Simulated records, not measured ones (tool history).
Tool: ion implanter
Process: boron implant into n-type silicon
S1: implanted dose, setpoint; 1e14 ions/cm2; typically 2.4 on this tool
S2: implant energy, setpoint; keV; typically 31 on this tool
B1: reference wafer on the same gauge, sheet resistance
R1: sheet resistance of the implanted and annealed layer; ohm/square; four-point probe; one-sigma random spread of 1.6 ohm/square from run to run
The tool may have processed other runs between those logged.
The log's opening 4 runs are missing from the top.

run 5 day=9.308 | S1=2.4 S2=33.5 | B1=375.12 | R1=370.41
run 6 day=12.8 | S1=2.4 S2=33.5 | B1=374.73 | R1=373.66
run 7 day=14.579 | S1=2.9 S2=31 | B1=374.82 | R1=326.66
run 8 day=16.362 | S1=2.4 S2=31 | B1=375.03 | R1=376.07
run 9 day=17.971 | S1=2.4 S2=31 | B1=374.41 | R1=377.3
run 10 day=19.988 | S1=1.96 S2=38.5 | B1=375.02 | R1=426.41
run 11 day=23.921 | S1=2.4 S2=31 | B1=375.17 | R1=380.44
run 12 day=26.454 | S1=2.4 S2=31 | B1=374.67 | R1=380.32
run 13 day=30.842 | S1=2.61 S2=31 | B1=374.91 | R1=358.23
run 14 day=34.242 | S1=2.4 S2=31 | B1=374.75 | R1=379.47
-- day=34.812 Faraday cup replaced and dose calibrated
run 15 day=38.583 | S1=2.4 S2=31 | B1=375.33 | R1=370.1
run 16 day=51.025 | S1=2.4 S2=31 | B1=374.79 | R1=372.85
run 17 day=54.554 | S1=2.09 S2=34.5 | B1=374.81 | R1=411.06
run 18 day=58.517 | S1=2.4 S2=31 | B1=374.8 | R1=376.67
run 19 day=60.475 | S1=3.05 S2=31 | B1=374.73 | R1=314.36
run 20 day=62.858 | S1=3.03 S2=21 | B1=375.66 | R1=329.33
run 21 day=64.879 | S1=3.07 S2=34 | B1=375.57 | R1=308.59

The next listed run, before its measurement:
-- day=71.242 gauge calibrated
run 22 day=73.196 | S1=2.4 S2=31 | B1=? | R1=?

Run 22 came out at B1 374.68, R1 377.76 ohm/square.
If the tool had no hidden condition, the same run with the same run-to-run variation would have returned R1 366.32 ohm/square.
